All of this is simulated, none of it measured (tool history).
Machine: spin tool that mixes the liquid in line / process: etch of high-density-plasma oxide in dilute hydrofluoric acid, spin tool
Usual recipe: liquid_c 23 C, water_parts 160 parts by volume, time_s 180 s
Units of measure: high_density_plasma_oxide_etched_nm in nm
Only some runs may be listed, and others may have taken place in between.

run,hour,liquid_c,water_parts,time_s,"read-back film thickness of the high-density-plasma oxide reference wafer, read on the same gauge (nm)",high_density_plasma_oxide_etched_nm
1,0,20,160,180,129.99,5.08
2,34.8,20,160,180,129.98,5.07
3,56.7,23,160,180,130.02,5.7
4,82.2,23,210,180,129.97,4.08
5,97,23,210,180,129.95,4.09
6,113.6,23,210,180,130.01,4.09
7,215.5,23,160,180,130.01,5.61
8,244,23,160,180,129.97,5.63
9,265.1,21.5,200,180,129.99,4.04
10,284.4,21.5,200,180,130.03,4.05
11,304.7,23,160,230,130,7.12
# hour 321.7: thermometer replaced
12,327.9,23,160,230,130.01,7.11
# hour 335.3: gauge calibrated
13,404.2,23,160,180,130.01,5.59
14,421.2,23,160,180,130.02,5.55
15,435.9,23,160,115,129.97,3.55
16,464.1,23,110,145,129.99,6.9
17,484,20.5,160,180,129.98,5.05
18,518.1,20,90,115,130.04,6.11
19,530.1,19.5,135,105,130.02,3.42
20,560.3,26.5,140,130,130,5.34
# hour 565.6: hydrofluoric acid flow meter replaced
21,589.1,20.5,135,95,129.98,3.71
22,603.7,23,160,180,129.99,6.34
23,629.8,23,160,180,130,6.38
24,661.4,23,195,135,130.02,3.77
25,752.8,24.5,160,180,130.04,6.69
26,774.9,23,160,115,130.04,4.06

Run 27 has not been measured yet. What should we expect?
27,793.3,20.5,210,270,?,?

{"run 27": {"read-back film thickness of the high-density-plasma oxide reference wafer, read on the same gauge (nm)": 130, "high_density_plasma_oxide_etched_nm": 6.19}}
Had the tool carried no hidden state, the very same run would have given high_density_plasma_oxide_etched_nm 6.38 nm.
